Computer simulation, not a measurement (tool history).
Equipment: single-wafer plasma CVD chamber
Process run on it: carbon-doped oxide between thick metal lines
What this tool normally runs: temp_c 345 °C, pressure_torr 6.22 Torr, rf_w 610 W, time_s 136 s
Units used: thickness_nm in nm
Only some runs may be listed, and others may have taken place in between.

run,day,temp_c,pressure_torr,rf_w,time_s,"read-back reference wafer on the same gauge, thickness_nm",thickness_nm
1,0.000,338,6.22,610,119,864.138,695.346
2,2.683,338,6.22,610,119,863.143,684.830
3,5.379,338,6.22,610,119,862.710,694.615
4,10.900,345,6.22,610,136,862.043,773.247
5,12.217,345,6.22,610,136,863.357,779.513
6,13.567,345,6.22,610,136,864.484,774.155
# day 15.700: capacitance manometer re-zeroed and calibrated
7,17.583,345,6.22,610,136,863.063,766.816
8,19.621,345,6.22,680,136,861.705,827.570
# day 20.042: RF generator calibrated
9,22.462,345,6.22,680,136,862.787,865.927
10,25.254,353,6.22,550,136,863.737,745.914
# day 27.492: gauge calibrated
11,27.608,345,6.22,610,136,862.759,807.523
# day 28.804: thermocouple changed; heater temperature recalibrated
# day 29.125: showerhead replaced
12,29.146,332,6.22,610,136,863.060,822.244
13,30.946,345,6.22,610,113,862.524,664.510
14,32.867,345,6.22,610,136,863.298,800.675
15,35.208,338,6.22,610,136,863.674,814.114
16,36.367,345,6.22,710,136,863.059,871.448
17,39.233,345,5.13,515,136,862.857,696.609
18,40.775,333,6.68,610,136,862.339,821.360

Here are 3 independent what-if runs from the current tool condition. What would each one return?
A,40.792,345,6.92,610,136,?,?
B,40.792,345,6.22,685,136,?,?
C,40.792,340,7.76,610,126,?,?

run,"read-back reference wafer on the same gauge, thickness_nm",thickness_nm
A,862.832,795.880
B,862.832,845.453
C,862.832,752.473
Take away the tool's hidden state, keep each run's random variation, and the runs would have read:
run,thickness_nm
A,821.598
B,871.983
C,776.789

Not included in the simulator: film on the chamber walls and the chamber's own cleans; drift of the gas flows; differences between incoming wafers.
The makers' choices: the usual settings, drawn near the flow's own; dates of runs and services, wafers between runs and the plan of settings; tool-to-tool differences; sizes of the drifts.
